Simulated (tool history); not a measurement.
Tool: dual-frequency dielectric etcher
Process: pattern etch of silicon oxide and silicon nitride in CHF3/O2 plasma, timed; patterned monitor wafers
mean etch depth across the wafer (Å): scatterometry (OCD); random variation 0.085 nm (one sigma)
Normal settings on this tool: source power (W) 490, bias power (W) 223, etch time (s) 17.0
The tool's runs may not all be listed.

| run | day | source power (W) | bias power (W) | etch time (s) | read-back reference wafer on the same gauge, depth_nm | mean etch depth across the wafer (Å) |
|---|---|---|---|---|---|---|
| 1 | 0.000 | 430 | 223 | 17.0 | 23.23 | 249.8 |
| 2 | 2.933 | 490 | 223 | 17.0 | 23.21 | 257.9 |
|  | 5.183 | wet clean of the chamber |
| 3 | 5.204 | 490 | 223 | 17.0 | 23.20 | 258.2 |
| 4 | 6.283 | 490 | 249 | 14.5 | 23.20 | 233.2 |
| 5 | 8.288 | 490 | 223 | 17.0 | 23.19 | 258.3 |
| 6 | 10.704 | 490 | 223 | 17.0 | 23.22 | 257.9 |
| 7 | 16.012 | 490 | 223 | 17.0 | 23.20 | 258.8 |
|  | 17.750 | bias power generator calibrated |
| 8 | 23.179 | 490 | 223 | 17.0 | 23.22 | 258.0 |
| 9 | 24.225 | 490 | 223 | 17.0 | 23.20 | 257.6 |
| 10 | 25.762 | 490 | 223 | 14.0 | 23.21 | 212.5 |
| 11 | 28.588 | 580 | 223 | 12.0 | 23.17 | 191.0 |
|  | 30.983 | wet clean of the chamber |
| 12 | 31.004 | 430 | 223 | 17.0 | 23.22 | 248.6 |
| 13 | 32.262 | 490 | 223 | 17.0 | 23.19 | 258.1 |
| 14 | 33.708 | 490 | 223 | 17.0 | 23.21 | 259.0 |
| 15 | 35.871 | 490 | 183 | 17.0 | 23.19 | 230.6 |
| 16 | 37.446 | 490 | 254 | 17.0 | 23.17 | 275.6 |
|  | 39.838 | source power generator calibrated |
| 17 | 40.038 | 490 | 223 | 17.0 | 23.21 | 259.3 |
|  | 41.558 | upper electrode replaced |
| 18 | 41.679 | 520 | 195 | 17.0 | 23.21 | 243.3 |
| 19 | 43.417 | 540 | 186 | 19.0 | 23.22 | 267.6 |
|  | 47.621 | gauge calibrated |
| 20 | 49.604 | 490 | 252 | 17.0 | 23.18 | 276.7 |
| 21 | 51.825 | 420 | 255 | 20.5 | 23.19 | 322.2 |
| 22 | 54.729 | 490 | 223 | 17.0 | 23.20 | 258.2 |
|  | 57.954 | wet clean of the chamber |
| 23 | 58.904 | 490 | 203 | 15.5 | 23.18 | 222.7 |
| 24 | 61.733 | 530 | 189 | 15.0 | 23.22 | 212.2 |
| 25 | 69.067 | 490 | 274 | 21.5 | 23.21 | 364.5 |
| 26 | 70.604 | 550 | 204 | 19.0 | 23.19 | 283.1 |
| 27 | 73.050 | 590 | 223 | 17.0 | 23.18 | 271.7 |
| 28 | 74.583 | 560 | 255 | 12.0 | 23.18 | 203.2 |
| 29 | 76.408 | 610 | 260 | 20.5 | 23.19 | 357.6 |

5 ways to go on from here, each from the tool as it stands after run 29. What would each give?
| A | 76.425 | 490 | 223 | 17.0 | ? | ? |
| B | 76.425 | 590 | 246 | 20.5 | ? | ? |
| C | 76.425 | 560 | 260 | 18.5 | ? | ? |
| D | 76.425 | 550 | 186 | 17.0 | ? | ? |
| E | 76.425 | 570 | 264 | 12.5 | ? | ? |

| run | read-back reference wafer on the same gauge, depth_nm | mean etch depth across the wafer (Å) |
|---|---|---|
| A | 23.19 | 258.2 |
| B | 23.19 | 345.9 |
| C | 23.19 | 316.8 |
| D | 23.19 | 240.5 |
| E | 23.19 | 216.8 |
What these runs would have given with no unlogged condition in the tool:
| run | mean etch depth across the wafer (Å) |
|---|---|
| A | 258.2 |
| B | 345.9 |
| C | 316.8 |
| D | 240.5 |
| E | 216.8 |

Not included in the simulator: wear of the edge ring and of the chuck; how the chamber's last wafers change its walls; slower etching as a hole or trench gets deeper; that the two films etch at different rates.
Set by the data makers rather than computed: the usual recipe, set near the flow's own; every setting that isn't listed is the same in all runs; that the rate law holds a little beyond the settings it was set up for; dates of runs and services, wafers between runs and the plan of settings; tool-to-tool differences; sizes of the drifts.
